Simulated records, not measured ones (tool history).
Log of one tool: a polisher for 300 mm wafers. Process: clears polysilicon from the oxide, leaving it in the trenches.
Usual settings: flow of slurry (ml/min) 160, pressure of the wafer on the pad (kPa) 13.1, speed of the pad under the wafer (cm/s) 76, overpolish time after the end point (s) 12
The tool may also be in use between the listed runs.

| run | hour | flow of slurry (ml/min) | pressure of the wafer on the pad (kPa) | speed of the pad under the wafer (cm/s) | overpolish time after the end point (s) | incoming thickness of the incoming film, nm | time until the end point was called (s) | dishing of a wide line in a test structure (angstrom) |
|---|---|---|---|---|---|---|---|---|
| 1 | 0 | 160 | 13.1 | 92 | 12 | 509.6 | 66.9 | 432 |
| 2 | 6.5 | 160 | 13.1 | 92 | 12 | 506.3 | 65.2 | 435 |
| 3 | 17.2 | 160 | 13.1 | 92 | 12 | 497.1 | 65.3 | 444 |
| 4 | 23.3 | 160 | 13.1 | 76 | 12 | 507.4 | 80.3 | 417 |
| 5 | 40 | 160 | 13.1 | 76 | 12 | 515.4 | 81.9 | 414 |
| 6 | 54.9 | 160 | 13.1 | 76 | 12 | 506.8 | 80 | 424 |
|  | 69 | worn pad replaced by a new one |
| 7 | 69.5 | 160 | 13.1 | 76 | 12 | 504.6 | 79.8 | 405 |
| 8 | 81.2 | 160 | 13.1 | 76 | 12 | 512.3 | 80 | 416 |
|  | 91.7 | head pressure recalibrated |
| 9 | 92.2 | 145 | 13.1 | 84 | 16 | 508.4 | 74.5 | 466 |
| 10 | 100.9 | 160 | 15.2 | 60 | 5 | 498.1 | 88.4 | 238 |
|  | 107.7 | slurry nozzle cleaned |
| 11 | 112.3 | 160 | 17.2 | 64 | 6 | 500.8 | 74.8 | 312 |
| 12 | 121.8 | 160 | 17.9 | 76 | 17 | 505.5 | 60.2 | 492 |
| 13 | 127.8 | 190 | 8.3 | 76 | 12 | 506.6 | 113.7 | 346 |
| 14 | 141.4 | 160 | 13.1 | 76 | 12 | 498.4 | 79.3 | 425 |
| 15 | 157.4 | 210 | 13.1 | 76 | 12 | 504.2 | 76.4 | 420 |
| 16 | 171.7 | 120 | 16.5 | 76 | 12 | 496.2 | 67.7 | 441 |
| 17 | 178.5 | 195 | 16.5 | 76 | 8 | 500.5 | 63.1 | 386 |

Forecast each of these 4 alternatives for the next run:
| A | 178.9 | 160 | 13.1 | 76 | 12 | 506.2 | ? | ? |
| B | 178.9 | 160 | 13.1 | 76 | 18 | 506.2 | ? | ? |
| C | 178.9 | 160 | 11 | 60 | 16 | 506.2 | ? | ? |
| D | 178.9 | 160 | 8.3 | 76 | 12 | 506.2 | ? | ? |

| run | time until the end point was called (s) | dishing of a wide line in a test structure (angstrom) |
|---|---|---|
| A | 80.8 | 407 |
| B | 80.8 | 459 |
| C | 118.4 | 392 |
| D | 118 | 342 |
Without the tool's hidden state the same runs would have given:
| run | time until the end point was called (s) | dishing of a wide line in a test structure (angstrom) |
|---|---|---|
| A | 80.8 | 407 |
| B | 80.8 | 459 |
| C | 118.4 | 392 |
| D | 118 | 342 |

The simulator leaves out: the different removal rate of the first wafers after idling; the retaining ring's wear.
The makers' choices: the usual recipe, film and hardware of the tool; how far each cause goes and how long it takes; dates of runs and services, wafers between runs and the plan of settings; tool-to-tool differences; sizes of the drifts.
